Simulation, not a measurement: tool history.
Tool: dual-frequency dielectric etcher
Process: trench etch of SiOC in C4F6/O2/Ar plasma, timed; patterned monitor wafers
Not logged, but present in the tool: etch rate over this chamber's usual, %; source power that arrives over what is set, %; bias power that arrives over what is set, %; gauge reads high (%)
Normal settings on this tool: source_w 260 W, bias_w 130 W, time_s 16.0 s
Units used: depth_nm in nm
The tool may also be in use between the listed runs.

run,hour,source_w,bias_w,time_s,wafers since the last listed run,hours since the last wet clean,hours since the last source power generator calibration,hours since the last bias power generator calibration,hours since the last upper electrode change,hours since the gauge calibration,"read-back reference wafer on the same gauge, depth_nm",depth_nm
1,0.0,250,130,17.5,0,282.6,1976.6,3538.6,4457.7,1152.1,28.49,29.01
2,22.7,290,130,16.0,399,305.3,1999.3,3561.3,4480.4,1174.8,28.51,27.70
3,51.5,290,130,16.0,506,334.1,2028.1,3590.1,4509.2,1203.6,28.50,27.32
4,67.0,260,154,18.5,272,349.6,2043.6,3605.6,4524.7,1219.1,28.48,33.17
5,81.3,260,139,16.0,251,363.9,2057.9,3619.9,4539.0,1233.4,28.52,27.66
6,115.4,260,139,16.0,599,398.0,2092.0,3654.0,4573.1,1267.5,28.52,27.73
7,127.7,260,147,16.0,216,410.3,2104.3,3666.3,4585.4,1279.8,28.51,28.49
8,149.5,200,114,12.5,383,432.1,2126.1,3688.1,4607.2,1301.6,28.50,19.04
# hour 153.5: source power generator calibrated
9,181.3,300,162,20.0,488,463.9,27.8,3719.9,4639.0,1333.4,28.52,37.76
# hour 189.8: gauge calibrated
10,203.6,260,139,16.0,392,486.2,50.1,3742.2,4661.3,13.8,28.52,28.06
11,226.0,260,130,16.0,393,508.6,72.5,3764.6,4683.7,36.2,28.52,27.56
12,248.6,310,118,13.5,397,531.2,95.1,3787.2,4706.3,58.8,28.49,22.86
# hour 273.1: wet clean of the chamber
13,278.8,200,130,16.0,109,5.7,125.3,3817.4,4736.5,89.0,28.49,24.92
14,311.7,260,147,16.0,578,38.6,158.2,3850.3,4769.4,121.9,28.51,27.55
# hour 357.4: upper electrode replaced
15,357.9,310,119,19.5,390,84.8,204.4,3896.5,0.5,168.1,28.48,32.43
16,377.5,260,130,16.0,344,104.4,224.0,3916.1,20.1,187.7,28.49,26.58
17,413.1,260,102,16.0,626,140.0,259.6,3951.7,55.7,223.3,28.49,24.08
# hour 433.0: bias power generator calibrated
18,433.5,260,130,12.5,288,160.4,280.0,0.5,76.1,243.7,28.48,20.80
19,444.4,230,130,16.0,191,171.3,290.9,11.4,87.0,254.6,28.50,26.16
20,463.0,260,158,16.0,327,189.9,309.5,30.0,105.6,273.2,28.50,29.01
21,481.9,260,130,16.0,332,208.8,328.4,48.9,124.5,292.1,28.49,26.88
22,501.1,220,130,19.0,337,228.0,347.6,68.1,143.7,311.3,28.48,30.71
23,533.3,300,150,12.0,566,260.2,379.8,100.3,175.9,343.5,28.51,21.89
24,552.7,320,104,21.0,341,279.6,399.2,119.7,195.3,362.9,28.49,33.54
25,574.3,230,130,19.5,379,301.2,420.8,141.3,216.9,384.5,28.51,32.20
26,608.3,250,130,17.5,598,335.2,454.8,175.3,250.9,418.5,28.52,29.34
27,636.6,300,109,12.0,497,363.5,483.1,203.6,279.2,446.8,28.51,19.63
28,658.8,260,130,16.0,390,385.7,505.3,225.8,301.4,469.0,28.50,26.98
29,677.0,300,149,12.5,320,403.9,523.5,244.0,319.6,487.2,28.49,23.11

5 ways to go on from here, each from the tool as it stands after run 29. What would each give?
A,677.4,260,130,16.0,7,404.3,523.9,244.4,320.0,487.6,?,?
B,677.4,260,130,11.5,7,404.3,523.9,244.4,320.0,487.6,?,?
C,677.4,290,130,18.5,7,404.3,523.9,244.4,320.0,487.6,?,?
D,677.4,260,130,12.0,7,404.3,523.9,244.4,320.0,487.6,?,?
E,677.4,200,130,17.5,7,404.3,523.9,244.4,320.0,487.6,?,?

run,"read-back reference wafer on the same gauge, depth_nm",depth_nm
A,28.49,27.07
B,28.49,19.46
C,28.49,32.04
D,28.49,20.30
E,28.49,28.14
What these runs would have given with no unlogged condition in the tool:
run,depth_nm
A,26.14
B,18.79
C,30.93
D,19.60
E,27.16
